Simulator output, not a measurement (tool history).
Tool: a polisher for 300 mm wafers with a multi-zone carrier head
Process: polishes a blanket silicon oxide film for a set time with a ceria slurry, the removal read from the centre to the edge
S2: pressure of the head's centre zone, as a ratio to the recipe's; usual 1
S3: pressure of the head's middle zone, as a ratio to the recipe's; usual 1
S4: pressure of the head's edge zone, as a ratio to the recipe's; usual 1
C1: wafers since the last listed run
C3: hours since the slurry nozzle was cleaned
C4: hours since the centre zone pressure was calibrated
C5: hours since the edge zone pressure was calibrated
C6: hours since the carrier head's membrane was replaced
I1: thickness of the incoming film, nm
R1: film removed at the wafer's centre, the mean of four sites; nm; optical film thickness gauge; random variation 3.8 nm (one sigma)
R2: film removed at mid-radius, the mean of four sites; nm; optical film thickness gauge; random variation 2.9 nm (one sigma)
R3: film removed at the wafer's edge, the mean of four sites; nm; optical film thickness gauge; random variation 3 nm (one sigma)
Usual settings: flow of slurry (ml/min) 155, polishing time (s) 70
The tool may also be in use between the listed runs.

run 1 hour=0 | flow_of_slurry_(ml/min)=135 S2=1.07 S3=0.92 S4=0.91 polishing_time_(s)=70 | C1=0 wafers_polished_on_this_pad=1984 C3=168.9 C4=94.9 C5=553.6 C6=1696 | I1=1428.1 | R1=298.1 R2=268.8 R3=271.4
run 2 hour=40.6 | flow_of_slurry_(ml/min)=155 S2=1 S3=1 S4=1 polishing_time_(s)=70 | C1=458 wafers_polished_on_this_pad=2443 C3=209.5 C4=135.5 C5=594.2 C6=1736.6 | I1=1442.6 | R1=298.7 R2=296.8 R3=288.1
run 3 hour=108.1 | flow_of_slurry_(ml/min)=155 S2=1 S3=1 S4=1 polishing_time_(s)=70 | C1=762 wafers_polished_on_this_pad=3205 C3=277 C4=203 C5=661.7 C6=1804.1 | I1=1452.6 | R1=304.4 R2=293.1 R3=285.1
-- hour=166.6 carrier head's membrane replaced by a new one
run 4 hour=289.2 | flow_of_slurry_(ml/min)=155 S2=1 S3=1 S4=1 polishing_time_(s)=70 | C1=1988 wafers_polished_on_this_pad=5194 C3=458.1 C4=384.1 C5=842.8 C6=122.6 | I1=1437.1 | R1=286.1 R2=281.5 R3=277.6
run 5 hour=318.9 | flow_of_slurry_(ml/min)=155 S2=1.06 S3=1 S4=1 polishing_time_(s)=70 | C1=335 wafers_polished_on_this_pad=5530 C3=487.8 C4=413.8 C5=872.5 C6=152.3 | I1=1452.4 | R1=289.4 R2=279.2 R3=274
run 6 hour=364.4 | flow_of_slurry_(ml/min)=100 S2=1 S3=1 S4=1 polishing_time_(s)=70 | C1=513 wafers_polished_on_this_pad=6044 C3=533.3 C4=459.3 C5=918 C6=197.8 | I1=1405.4 | R1=254.5 R2=256.3 R3=264.4
-- hour=383.3 slurry nozzle cleaned
run 7 hour=395.5 | flow_of_slurry_(ml/min)=155 S2=1 S3=1 S4=1 polishing_time_(s)=70 | C1=339 wafers_polished_on_this_pad=6384 C3=12.2 C4=490.4 C5=949.1 C6=228.9 | I1=1425.4 | R1=285.7 R2=277.6 R3=274
-- hour=408.1 worn pad replaced by a new one
run 8 hour=445.3 | flow_of_slurry_(ml/min)=105 S2=1 S3=1.09 S4=1 polishing_time_(s)=86 | C1=517 wafers_polished_on_this_pad=420 C3=62 C4=540.2 C5=998.9 C6=278.7 | I1=1421.9 | R1=339 R2=363.2 R3=338.8
-- hour=456.2 centre zone pressure recalibrated
run 9 hour=470.5 | flow_of_slurry_(ml/min)=115 S2=1 S3=1 S4=1 polishing_time_(s)=70 | C1=262 wafers_polished_on_this_pad=682 C3=87.2 C4=14.3 C5=1024.1 C6=303.9 | I1=1404.1 | R1=282.6 R2=272.7 R3=282.2
run 10 hour=528.2 | flow_of_slurry_(ml/min)=155 S2=1 S3=1 S4=1.11 polishing_time_(s)=70 | C1=651 wafers_polished_on_this_pad=1333 C3=144.9 C4=72 C5=1081.8 C6=361.6 | I1=1421.6 | R1=298.7 R2=291.5 R3=309.7
run 11 hour=554 | flow_of_slurry_(ml/min)=155 S2=0.92 S3=0.92 S4=1 polishing_time_(s)=70 | C1=291 wafers_polished_on_this_pad=1625 C3=170.7 C4=97.8 C5=1107.6 C6=387.4 | I1=1429.6 | R1=286.7 R2=270.6 R3=288.5
run 12 hour=609.1 | flow_of_slurry_(ml/min)=155 S2=1 S3=1 S4=1 polishing_time_(s)=70 | C1=622 wafers_polished_on_this_pad=2247 C3=225.8 C4=152.9 C5=1162.7 C6=442.5 | I1=1450.8 | R1=293.7 R2=292.1 R3=290
-- hour=664.9 edge zone pressure recalibrated
run 13 hour=678.7 | flow_of_slurry_(ml/min)=155 S2=1 S3=0.93 S4=1 polishing_time_(s)=70 | C1=763 wafers_polished_on_this_pad=3011 C3=295.4 C4=222.5 C5=13.8 C6=512.1 | I1=1397.3 | R1=290 R2=271.4 R3=291.2
run 14 hour=733.5 | flow_of_slurry_(ml/min)=155 S2=1.08 S3=1 S4=1 polishing_time_(s)=56 | C1=618 wafers_polished_on_this_pad=3629 C3=350.2 C4=277.3 C5=68.6 C6=566.9 | I1=1408.6 | R1=239.4 R2=231 R3=227.4
run 15 hour=779.8 | flow_of_slurry_(ml/min)=155 S2=1 S3=1 S4=1 polishing_time_(s)=70 | C1=522 wafers_polished_on_this_pad=4152 C3=396.5 C4=323.6 C5=114.9 C6=613.2 | I1=1435.9 | R1=289.6 R2=290.3 R3=277.3
run 16 hour=877.3 | flow_of_slurry_(ml/min)=130 S2=1.1 S3=1 S4=1 polishing_time_(s)=70 | C1=1101 wafers_polished_on_this_pad=5254 C3=494 C4=421.1 C5=212.4 C6=710.7 | I1=1450 | R1=295.9 R2=274.5 R3=271.9
-- hour=911.3 slurry nozzle cleaned
-- hour=930.7 worn pad replaced by a new one
run 17 hour=937.3 | flow_of_slurry_(ml/min)=155 S2=0.88 S3=1 S4=1 polishing_time_(s)=70 | C1=621 wafers_polished_on_this_pad=74 C3=26 C4=481.1 C5=272.4 C6=770.7 | I1=1432 | R1=276.6 R2=299.7 R3=289.9
-- hour=969.3 centre zone pressure recalibrated
run 18 hour=981.8 | flow_of_slurry_(ml/min)=155 S2=1 S3=1 S4=1 polishing_time_(s)=83 | C1=480 wafers_polished_on_this_pad=554 C3=70.5 C4=12.5 C5=316.9 C6=815.2 | I1=1447.6 | R1=357.6 R2=349.8 R3=355.2
run 19 hour=1183.4 | flow_of_slurry_(ml/min)=120 S2=1 S3=1.11 S4=0.89 polishing_time_(s)=70 | C1=2276 wafers_polished_on_this_pad=2831 C3=272.1 C4=214.1 C5=518.5 C6=1016.8 | I1=1425.7 | R1=281.6 R2=302.2 R3=265
run 20 hour=1245.6 | flow_of_slurry_(ml/min)=180 S2=1 S3=1 S4=0.9 polishing_time_(s)=70 | C1=702 wafers_polished_on_this_pad=3534 C3=334.3 C4=276.3 C5=580.7 C6=1079 | I1=1405.5 | R1=304 R2=296.6 R3=277.8
run 21 hour=1285.1 | flow_of_slurry_(ml/min)=155 S2=1 S3=1.09 S4=1.04 polishing_time_(s)=54 | C1=446 wafers_polished_on_this_pad=3980 C3=373.8 C4=315.8 C5=620.2 C6=1118.5 | I1=1409.2 | R1=223.6 R2=237.9 R3=220.8
run 22 hour=1344.6 | flow_of_slurry_(ml/min)=155 S2=1 S3=1 S4=1 polishing_time_(s)=70 | C1=672 wafers_polished_on_this_pad=4652 C3=433.3 C4=375.3 C5=679.7 C6=1178 | I1=1408.1 | R1=283.4 R2=284.1 R3=283.1

Forecast each of these 4 alternatives for the next run:
run A hour=1345.1 | flow_of_slurry_(ml/min)=120 S2=1 S3=1 S4=1 polishing_time_(s)=70 | C1=5 wafers_polished_on_this_pad=4658 C3=433.8 C4=375.8 C5=680.2 C6=1178.5 | I1=1434.5 | R1=? R2=? R3=?
run B hour=1345.1 | flow_of_slurry_(ml/min)=155 S2=1.11 S3=0.92 S4=0.97 polishing_time_(s)=80 | C1=5 wafers_polished_on_this_pad=4658 C3=433.8 C4=375.8 C5=680.2 C6=1178.5 | I1=1434.5 | R1=? R2=? R3=?
run C hour=1345.1 | flow_of_slurry_(ml/min)=170 S2=0.88 S3=1.05 S4=1 polishing_time_(s)=50 | C1=5 wafers_polished_on_this_pad=4658 C3=433.8 C4=375.8 C5=680.2 C6=1178.5 | I1=1434.5 | R1=? R2=? R3=?
run D hour=1345.1 | flow_of_slurry_(ml/min)=155 S2=0.89 S3=1 S4=0.89 polishing_time_(s)=54 | C1=5 wafers_polished_on_this_pad=4658 C3=433.8 C4=375.8 C5=680.2 C6=1178.5 | I1=1434.5 | R1=? R2=? R3=?

run=A R1=268.6 R2=274.2 R3=272.2
run=B R1=344.2 R2=307 R3=317.9
run=C R1=192.9 R2=217.9 R3=203.5
run=D R1=205.9 R2=222.4 R3=205.9
Without the tool's hidden state the same runs would have given:
run=A R1=278.4 R2=284.2 R3=282.2
run=B R1=356.8 R2=318.2 R3=329.5
run=C R1=200 R2=225.9 R3=211
run=D R1=213.5 R2=230.5 R3=213.5
